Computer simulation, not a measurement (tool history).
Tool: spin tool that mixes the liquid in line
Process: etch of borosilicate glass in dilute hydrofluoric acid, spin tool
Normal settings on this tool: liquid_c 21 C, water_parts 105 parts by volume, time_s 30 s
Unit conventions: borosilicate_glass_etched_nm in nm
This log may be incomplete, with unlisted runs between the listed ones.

run	day	liquid_c	water_parts	time_s	read-back film thickness of the borosilicate glass reference wafer, read on the same gauge (nm)	borosilicate_glass_etched_nm
1	0	21	105	30	100.02	14.33
2	2.779	21	105	30	100	14.22
3	4.446	21	105	30	99.99	14.16
# day 5.571: hydrofluoric acid flow meter replaced
4	8.771	21	105	30	100.01	13.57
5	10.508	21	105	30	100.04	13.61
6	14.383	21	105	30	100.02	13.64
7	18.204	21	105	30	99.96	13.63
8	19.85	21	105	30	99.97	13.73
9	21.617	21	105	30	100.01	13.67
10	25.271	21	105	45	99.99	20.69
11	28.696	21	105	30	100.02	13.81
12	31.946	18.5	105	25	99.98	10.5
13	35.671	21	105	30	100.02	14.06
# day 36.975: gauge calibrated
14	39.796	21	105	30	100.02	14.03
15	42.608	24	120	20	100.01	9.1
16	46.029	23.5	90	40	100	24.88
17	48.112	21	60	15	100.05	13.23
18	50.146	21	105	40	100	19.08
19	53.883	21	105	30	99.95	14.38
20	55.675	25.5	155	50	100	18.17
21	57.254	22.5	80	30	99.99	20.69
22	60.554	17	85	25	100	12.9
23	62.408	21	105	30	99.97	14.55
# day 62.733: thermometer replaced
24	65.988	21	105	30	100.04	13.62
25	68.433	24	120	40	99.96	17.84
26	71.033	18.5	105	20	99.99	8.27
27	74.967	17	85	25	99.97	12.45
28	77.362	21	105	30	99.94	13.8
29	80.512	18	135	15	99.97	4.62
30	82.979	21	105	30	99.99	13.93
31	86.617	24.5	105	50	99.99	26.92
32	89.588	17	105	40	100.01	15.72
33	91.492	24.5	105	20	100.01	10.68

Forecast each of these 4 alternatives for the next run:
A	91.508	21	105	25	?	?
B	91.508	21	80	15	?	?
C	91.508	24	75	15	?	?
D	91.508	22.5	105	30	?	?

run	read-back film thickness of the borosilicate glass reference wafer, read on the same gauge (nm)	borosilicate_glass_etched_nm
A	100.01	11.68
B	100.01	9.46
C	100.01	11.47
D	100.01	14.89
Take away the tool's hidden state, keep each run's random variation, and the runs would have read:
run	borosilicate_glass_etched_nm
A	10.73
B	8.69
C	10.55
D	13.67

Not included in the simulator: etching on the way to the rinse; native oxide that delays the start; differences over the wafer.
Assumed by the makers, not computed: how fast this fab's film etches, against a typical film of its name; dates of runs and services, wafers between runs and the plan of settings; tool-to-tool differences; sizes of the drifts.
